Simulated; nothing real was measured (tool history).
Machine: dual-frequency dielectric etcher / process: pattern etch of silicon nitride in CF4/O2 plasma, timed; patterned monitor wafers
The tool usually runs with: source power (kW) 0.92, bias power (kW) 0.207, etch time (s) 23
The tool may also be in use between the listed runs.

run	hour	source power (kW)	bias power (kW)	etch time (s)	wafers since the last listed run	hours since the last wet clean	hours since the last source power generator calibration	hours since the last bias power generator calibration	hours since the last upper electrode change	hours since the gauge calibration	read-back reference wafer on the same gauge, depth_nm	mean etch depth across the wafer (Å)
1	0	0.92	0.207	23	0	359.3	1944.5	3190.4	3149.1	19.4	103.8	878
2	14.6	0.92	0.207	23	123	373.9	1959.1	3205	3163.7	34	104	880
3	27.9	0.92	0.207	23	112	387.2	1972.4	3218.3	3177	47.3	103.9	861
4	35.6	1.07	0.218	23	65	394.9	1980.1	3226	3184.7	55	103.9	980
5	42.5	1.07	0.218	23	58	401.8	1987	3232.9	3191.6	61.9	104.1	974
# hour 83.2: upper electrode replaced
6	84.2	0.92	0.207	23	149	443.5	2028.7	3274.6	1	103.6	104.1	872
7	100.8	0.92	0.237	18.5	140	460.1	2045.3	3291.2	17.6	120.2	104	748
# hour 131.4: wet clean of the chamber
8	131.9	1.02	0.166	23	60	0.5	2076.4	3322.3	48.7	151.3	104	882
9	132.2	0.92	0.207	23	2	0.8	2076.7	3322.6	49	151.6	104	903
10	136.4	0.92	0.174	23	35	5	2080.9	3326.8	53.2	155.8	104.1	837
11	143.7	0.92	0.174	23	61	12.3	2088.2	3334.1	60.5	163.1	104	844
12	151.9	0.92	0.174	23	69	20.5	2096.4	3342.3	68.7	171.3	104	851
# hour 163.2: bias power generator calibrated
13	163.7	0.92	0.235	23	66	32.3	2108.2	0.5	80.5	183.1	103.9	945
14	186.2	0.92	0.174	23	190	54.8	2130.7	23	103	205.6	104.1	834
15	196	0.92	0.207	23	82	64.6	2140.5	32.8	112.8	215.4	104.1	909
16	204.5	1.08	0.177	18	71	73.1	2149	41.3	121.3	223.9	103.8	719
17	217.6	0.92	0.207	26	110	86.2	2162.1	54.4	134.4	237	104.2	1015
# hour 221.5: gauge calibrated
18	231.1	0.92	0.207	23	114	99.7	2175.6	67.9	147.9	9.6	103.9	891
# hour 240: source power generator calibrated
19	243.4	0.92	0.207	23	70	112	3.4	80.2	160.2	21.9	104	899
20	252.3	0.73	0.226	30	75	120.9	12.3	89.1	169.1	30.8	104	1061
21	259.1	0.99	0.191	28	57	127.7	19.1	95.9	175.9	37.6	104	1102
22	269.8	0.79	0.258	16.5	90	138.4	29.8	106.6	186.6	48.3	103.9	645
23	278	0.85	0.207	29	69	146.6	38	114.8	194.8	56.5	103.9	1074
24	290.9	1.12	0.189	23	109	159.5	50.9	127.7	207.7	69.4	103.9	965
25	316.2	0.92	0.207	25.5	214	184.8	76.2	153	233	94.7	104.2	978
26	333.8	1.13	0.207	27.5	148	202.4	93.8	170.6	250.6	112.3	104	1204
27	346.4	1.02	0.207	23	106	215	106.4	183.2	263.2	124.9	103.9	935
28	362	0.73	0.191	27	132	230.6	122	198.8	278.8	140.5	104	875
29	371	1.15	0.19	23	76	239.6	131	207.8	287.8	149.5	104.1	973
30	386.3	1.11	0.258	23	129	254.9	146.3	223.1	303.1	164.8	104.2	1084

Forecast each of these 4 alternatives for the next run:
A	386.7	0.92	0.207	23	3	255.3	146.7	223.5	303.5	165.2	?	?
B	386.7	0.92	0.17	23	3	255.3	146.7	223.5	303.5	165.2	?	?
C	386.7	1.14	0.207	28.5	3	255.3	146.7	223.5	303.5	165.2	?	?
D	386.7	1.06	0.248	19	3	255.3	146.7	223.5	303.5	165.2	?	?

run	read-back reference wafer on the same gauge, depth_nm	mean etch depth across the wafer (Å)
A	103.9	871
B	103.9	803
C	103.9	1231
D	103.9	846
Had the tool no hidden state, the same runs would have come out as:
run	mean etch depth across the wafer (Å)
A	899
B	828
C	1270
D	873
